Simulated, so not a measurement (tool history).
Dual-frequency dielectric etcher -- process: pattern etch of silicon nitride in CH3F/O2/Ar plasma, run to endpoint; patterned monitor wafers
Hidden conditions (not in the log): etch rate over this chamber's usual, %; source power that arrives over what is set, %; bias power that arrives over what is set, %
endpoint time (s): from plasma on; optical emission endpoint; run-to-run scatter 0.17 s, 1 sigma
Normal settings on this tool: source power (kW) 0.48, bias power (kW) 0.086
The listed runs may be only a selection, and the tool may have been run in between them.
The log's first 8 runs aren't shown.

run     day  source power (kW)  bias power (kW)  wafers since the last listed run  hours since the last wet clean  hours since the last source power generator calibration  hours since the last bias power generator calibration  hours since the last upper electrode change  incoming incoming film thickness, nm  endpoint time (s)
  9   4.025               0.48            0.086                               113                           275.6                                                   1796.7                                                   2622                                       5044.5                                 17.88               24.3
 10   4.688               0.48            0.086                               237                           291.5                                                   1812.6                                                 2637.9                                       5060.4                                 17.83               23.6
      6.071  -- wet clean of the chamber
 11   6.092               0.48            0.086                               144                             0.5                                                   1846.3                                                 2671.6                                       5094.1                                 17.83               23.7
 12   6.625               0.48            0.086                               191                            13.3                                                   1859.1                                                 2684.4                                       5106.9                                 17.93               24.1
 13   7.033               0.48            0.077                               146                            23.1                                                   1868.9                                                 2694.2                                       5116.7                                  17.9               25.1
 14     7.4               0.48            0.086                               131                            31.9                                                   1877.7                                                   2703                                       5125.5                                 17.93               23.9
 15   7.912               0.48            0.086                               183                            44.2                                                     1890                                                 2715.3                                       5137.8                                 18.06               24.1
 16   8.567               0.48            0.086                               234                            59.9                                                   1905.7                                                   2731                                       5153.5                                 17.86               23.9
      9.438  -- source power generator calibrated
      9.838  -- upper electrode replaced
 17   9.858               0.48            0.086                               258                            90.9                                                     10.1                                                   2762                                          0.5                                 17.85               24.1
 18   9.979               0.48            0.086                                43                            93.8                                                       13                                                 2764.9                                          3.4                                 17.86               23.7
 19  10.521               0.41            0.096                               194                           106.8                                                       26                                                 2777.9                                         16.4                                  17.8               23.5
 20  11.229               0.44             0.07                               253                           123.8                                                       43                                                 2794.9                                         33.4                                 17.88               26.5
 21  11.758               0.44            0.086                               189                           136.5                                                     55.7                                                 2807.6                                         46.1                                  17.7               24.1
 22  12.108               0.42            0.078                               125                           144.9                                                     64.1                                                   2816                                         54.5                                 17.87               25.9
 23  12.775               0.48            0.086                               238                           160.9                                                     80.1                                                   2832                                         70.5                                 18.05               24.3
 24    13.5               0.38            0.086                               259                           178.3                                                     97.5                                                 2849.4                                         87.9                                 17.95                 26
 25  14.021               0.48            0.086                               186                           190.8                                                      110                                                 2861.9                                        100.4                                 17.91                 24
      14.25  -- bias power generator calibrated
 26  14.592               0.44            0.079                               144                           204.5                                                    123.7                                                    8.2                                        114.1                                  17.9               25.7
 27  14.975               0.54            0.092                               137                           213.7                                                    132.9                                                   17.4                                        123.3                                 17.92               22.4
 28  15.538               0.36            0.086                               201                           227.2                                                    146.4                                                   30.9                                        136.8                                 18.09                 26
 29  15.938               0.54            0.086                               143                           236.8                                                      156                                                   40.5                                        146.4                                 18.08               23.4
 30  16.358               0.48            0.067                               150                           246.9                                                    166.1                                                   50.6                                        156.5                                 17.73               26.3
 31  16.662               0.48            0.086                               109                           254.2                                                    173.4                                                   57.9                                        163.8                                 18.09               24.5
 32  18.262               0.59            0.099                               573                           292.6                                                    211.8                                                   96.3                                        202.2                                 18.04               21.6

Run 33 has not been measured yet. What should we expect?
 33  18.521               0.59            0.095                                92                           298.8                                                      218                                                  102.5                                        208.4                                 17.97                  ?

endpoint time (s): 21.8
On a tool with no hidden condition, and with the same random variation, this run would have come out at endpoint time (s) 21.8.

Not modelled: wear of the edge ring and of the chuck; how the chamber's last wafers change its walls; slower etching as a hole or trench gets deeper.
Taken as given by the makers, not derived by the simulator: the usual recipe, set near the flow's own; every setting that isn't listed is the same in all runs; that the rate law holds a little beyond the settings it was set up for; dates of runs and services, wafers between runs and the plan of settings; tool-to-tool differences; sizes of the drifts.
